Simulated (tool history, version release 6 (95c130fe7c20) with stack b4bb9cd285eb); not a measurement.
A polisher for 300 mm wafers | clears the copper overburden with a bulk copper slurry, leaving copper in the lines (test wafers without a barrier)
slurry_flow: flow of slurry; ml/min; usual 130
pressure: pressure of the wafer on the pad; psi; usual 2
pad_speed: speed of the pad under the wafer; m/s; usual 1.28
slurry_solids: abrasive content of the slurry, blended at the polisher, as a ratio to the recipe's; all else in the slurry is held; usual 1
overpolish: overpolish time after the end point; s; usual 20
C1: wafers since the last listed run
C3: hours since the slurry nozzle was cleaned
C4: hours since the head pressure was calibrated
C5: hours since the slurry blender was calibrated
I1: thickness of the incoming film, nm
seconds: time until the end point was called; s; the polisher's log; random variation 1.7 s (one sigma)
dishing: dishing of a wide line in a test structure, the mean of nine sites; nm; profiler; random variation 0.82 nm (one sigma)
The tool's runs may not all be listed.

{"run": 1, "day": 0.0, "slurry_flow": 130, "pressure": 2, "pad_speed": 1.16, "slurry_solids": 1, "overpolish": 20, "C1": 0, "wafers polished on this pad": 326, "C3": 483.2, "C4": 876.2, "C5": 13.7, "I1": 788.1, "seconds": 127.9, "dishing": 49.1}
{"run": 2, "day": 1.117, "slurry_flow": 130, "pressure": 2, "pad_speed": 1.16, "slurry_solids": 1, "overpolish": 20, "C1": 202, "wafers polished on this pad": 528, "C3": 510, "C4": 903, "C5": 40.5, "I1": 800.8, "seconds": 128.8, "dishing": 48}
{"run": 3, "day": 1.646, "slurry_flow": 130, "pressure": 2, "pad_speed": 1.28, "slurry_solids": 1, "overpolish": 20, "C1": 95, "wafers polished on this pad": 624, "C3": 522.7, "C4": 915.7, "C5": 53.2, "I1": 803.5, "seconds": 117.9, "dishing": 50.2}
{"run": 4, "day": 2.521, "slurry_flow": 130, "pressure": 2, "pad_speed": 1.28, "slurry_solids": 1, "overpolish": 20, "C1": 158, "wafers polished on this pad": 782, "C3": 543.7, "C4": 936.7, "C5": 74.2, "I1": 792.7, "seconds": 118.6, "dishing": 51.1}
{"day": 2.962, "done": "worn pad replaced by a new one"}
{"run": 5, "day": 3.296, "slurry_flow": 130, "pressure": 2.2, "pad_speed": 1.28, "slurry_solids": 1, "overpolish": 16, "C1": 110, "wafers polished on this pad": 60, "C3": 562.3, "C4": 955.3, "C5": 92.8, "I1": 793, "seconds": 102.2, "dishing": 50}
{"day": 5.767, "done": "slurry blender recalibrated"}
{"day": 7.283, "done": "head pressure recalibrated"}
{"run": 6, "day": 7.55, "slurry_flow": 130, "pressure": 2.2, "pad_speed": 1.28, "slurry_solids": 1, "overpolish": 16, "C1": 739, "wafers polished on this pad": 800, "C3": 664.4, "C4": 6.4, "C5": 42.8, "I1": 786.2, "seconds": 117.7, "dishing": 44}
{"day": 8.038, "done": "worn pad replaced by a new one"}
{"run": 7, "day": 8.254, "slurry_flow": 130, "pressure": 2, "pad_speed": 1.28, "slurry_solids": 0.85, "overpolish": 28, "C1": 97, "wafers polished on this pad": 39, "C3": 681.3, "C4": 23.3, "C5": 59.7, "I1": 797, "seconds": 129.9, "dishing": 51.4}
{"run": 8, "day": 8.862, "slurry_flow": 130, "pressure": 2, "pad_speed": 1.28, "slurry_solids": 0.85, "overpolish": 28, "C1": 110, "wafers polished on this pad": 149, "C3": 695.9, "C4": 37.9, "C5": 74.3, "I1": 778, "seconds": 127.2, "dishing": 53.9}
{"run": 9, "day": 9.6, "slurry_flow": 130, "pressure": 2, "pad_speed": 1.28, "slurry_solids": 1, "overpolish": 24, "C1": 133, "wafers polished on this pad": 283, "C3": 713.6, "C4": 55.6, "C5": 92, "I1": 780.7, "seconds": 125.6, "dishing": 52.2}
{"run": 10, "day": 10.733, "slurry_flow": 130, "pressure": 2, "pad_speed": 1.28, "slurry_solids": 1, "overpolish": 24, "C1": 205, "wafers polished on this pad": 488, "C3": 740.8, "C4": 82.8, "C5": 119.2, "I1": 794.1, "seconds": 126.2, "dishing": 50}
{"day": 11.0, "done": "slurry nozzle cleaned"}
{"day": 11.212, "done": "slurry blender recalibrated"}
{"run": 11, "day": 11.483, "slurry_flow": 130, "pressure": 2, "pad_speed": 1.52, "slurry_solids": 1, "overpolish": 20, "C1": 113, "wafers polished on this pad": 601, "C3": 11.6, "C4": 100.8, "C5": 6.5, "I1": 798.9, "seconds": 110.4, "dishing": 51.4}
{"day": 12.688, "done": "worn pad replaced by a new one"}
{"run": 12, "day": 15.221, "slurry_flow": 170, "pressure": 2, "pad_speed": 1.28, "slurry_solids": 1, "overpolish": 29, "C1": 646, "wafers polished on this pad": 458, "C3": 101.3, "C4": 190.5, "C5": 96.2, "I1": 793.2, "seconds": 122, "dishing": 54.6}
{"run": 13, "day": 15.754, "slurry_flow": 130, "pressure": 2, "pad_speed": 1.28, "slurry_solids": 1, "overpolish": 17, "C1": 96, "wafers polished on this pad": 554, "C3": 114.1, "C4": 203.3, "C5": 109, "I1": 795.8, "seconds": 129.1, "dishing": 46.3}
{"run": 14, "day": 16.558, "slurry_flow": 130, "pressure": 2, "pad_speed": 1.28, "slurry_solids": 1, "overpolish": 20, "C1": 145, "wafers polished on this pad": 700, "C3": 133.4, "C4": 222.6, "C5": 128.3, "I1": 780.6, "seconds": 128.1, "dishing": 49.8}
{"day": 16.983, "done": "slurry blender recalibrated"}
{"day": 17.612, "done": "worn pad replaced by a new one"}
{"run": 15, "day": 17.838, "slurry_flow": 160, "pressure": 2, "pad_speed": 1.28, "slurry_solids": 1.25, "overpolish": 20, "C1": 186, "wafers polished on this pad": 41, "C3": 164.1, "C4": 253.3, "C5": 20.5, "I1": 789.7, "seconds": 111.9, "dishing": 50.7}
{"run": 16, "day": 19.512, "slurry_flow": 165, "pressure": 1.5, "pad_speed": 1.28, "slurry_solids": 1, "overpolish": 29, "C1": 303, "wafers polished on this pad": 344, "C3": 204.3, "C4": 293.5, "C5": 60.7, "I1": 780.4, "seconds": 149.4, "dishing": 47.8}
{"run": 17, "day": 20.367, "slurry_flow": 130, "pressure": 2, "pad_speed": 1.28, "slurry_solids": 1, "overpolish": 20, "C1": 154, "wafers polished on this pad": 498, "C3": 224.8, "C4": 314, "C5": 81.2, "I1": 782.3, "seconds": 125.6, "dishing": 50}
{"run": 18, "day": 20.933, "slurry_flow": 130, "pressure": 2, "pad_speed": 1.02, "slurry_solids": 1, "overpolish": 8, "C1": 102, "wafers polished on this pad": 601, "C3": 238.4, "C4": 327.6, "C5": 94.8, "I1": 786.2, "seconds": 154.3, "dishing": 25.3}
{"run": 19, "day": 21.562, "slurry_flow": 130, "pressure": 2, "pad_speed": 1.6, "slurry_solids": 1, "overpolish": 20, "C1": 113, "wafers polished on this pad": 715, "C3": 253.5, "C4": 342.7, "C5": 109.9, "I1": 788.9, "seconds": 103.4, "dishing": 52.2}
{"day": 22.283, "done": "worn pad replaced by a new one"}
{"run": 20, "day": 22.404, "slurry_flow": 120, "pressure": 2, "pad_speed": 1.28, "slurry_solids": 1, "overpolish": 15, "C1": 122, "wafers polished on this pad": 21, "C3": 273.7, "C4": 362.9, "C5": 130.1, "I1": 784.9, "seconds": 120.8, "dishing": 43.3}

Forecast each of these 3 alternatives for the next run:
{"run": "A", "day": 22.425, "slurry_flow": 130, "pressure": 2, "pad_speed": 1.28, "slurry_solids": 1, "overpolish": 30, "C1": 3, "wafers polished on this pad": 25, "C3": 274.2, "C4": 363.4, "C5": 130.6, "I1": 791.4, "seconds": "?", "dishing": "?"}
{"run": "B", "day": 22.425, "slurry_flow": 155, "pressure": 2, "pad_speed": 1.56, "slurry_solids": 1, "overpolish": 10, "C1": 3, "wafers polished on this pad": 25, "C3": 274.2, "C4": 363.4, "C5": 130.6, "I1": 791.4, "seconds": "?", "dishing": "?"}
{"run": "C", "day": 22.425, "slurry_flow": 175, "pressure": 2.4, "pad_speed": 1.54, "slurry_solids": 1, "overpolish": 20, "C1": 3, "wafers polished on this pad": 25, "C3": 274.2, "C4": 363.4, "C5": 130.6, "I1": 791.4, "seconds": "?", "dishing": "?"}

run=A seconds=122.3 dishing=55.3
run=B seconds=98.3 dishing=40.1
run=C seconds=82.8 dishing=57.5
Without the tool's hidden state the same runs would have given:
run=A seconds=125.6 dishing=54.6
run=B seconds=101 dishing=39.3
run=C seconds=85 dishing=56.8
